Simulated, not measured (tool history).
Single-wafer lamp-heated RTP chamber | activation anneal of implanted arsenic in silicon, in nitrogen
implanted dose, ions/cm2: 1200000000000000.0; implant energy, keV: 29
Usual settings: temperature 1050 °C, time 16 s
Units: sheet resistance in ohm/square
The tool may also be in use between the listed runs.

run	hour	temperature	time	read-back reference wafer on the same gauge, sheet resistance	sheet resistance
1	0	1050	24	105.94	110.71
2	34.9	1050	24	105.99	110.32
3	82.3	1050	16	105.96	113.28
4	139.2	1050	16	106.01	112.69
# hour 184: pyrometer window cleaned and pyrometer calibrated
5	194.1	1050	16	106.02	113.73
6	231.7	1050	16	106.03	112.65
7	300.9	1050	16	106.02	112.92
8	346.6	1050	16	105.96	112.58
9	371	1026	16	106.01	116.55
# hour 404.5: reflector plate cleaned
# hour 410.8: pyrometer window cleaned and pyrometer calibrated
10	433.2	1026	16	106.04	117.99
11	462.6	1050	16	106.02	114.06
12	502.8	1050	16	106.03	113.56
13	570.3	1039	16	105.95	114.79
14	603.4	1050	16	105.97	112.48
# hour 617.5: pyrometer window cleaned and pyrometer calibrated
15	662.4	1071	11	105.95	112.83
16	708.9	1023	8	106.01	122.18
17	761.7	1050	22	106.02	110.36
18	826.5	1035	23	106.01	111.62
# hour 840.6: reflector plate cleaned
# hour 845: pyrometer window cleaned and pyrometer calibrated
# hour 845.2: gauge calibrated
19	868	1060	8	105.97	117.88
20	900.8	1050	11	106.02	116.08
21	960.4	1023	10	106.04	121.3
22	1002.9	1050	20	105.99	111.44
# hour 1060.2: pyrometer window cleaned and pyrometer calibrated
23	1072.8	1050	16	106.07	114
24	1133.1	1059	16	106	111.27

The same runs without the tool's hidden state, with the same run-to-run variation:
The hidden state here: true wafer temperature minus pyrometer reading, K; wafer temperature error from the tarnished reflector plate, K; gauge reads high (%).
run	sheet resistance
1	111.28
2	111.06
3	114.31
4	114.25
5	114.68
6	113.75
7	114.49
8	114.59
9	118.7
10	118.38
11	114.61
12	114.35
13	116.14
14	114.23
15	113.81
16	123.47
17	112.19
18	114.16
19	118.04
20	116.38
21	121.99
22	112.6
23	114.69
24	112.26
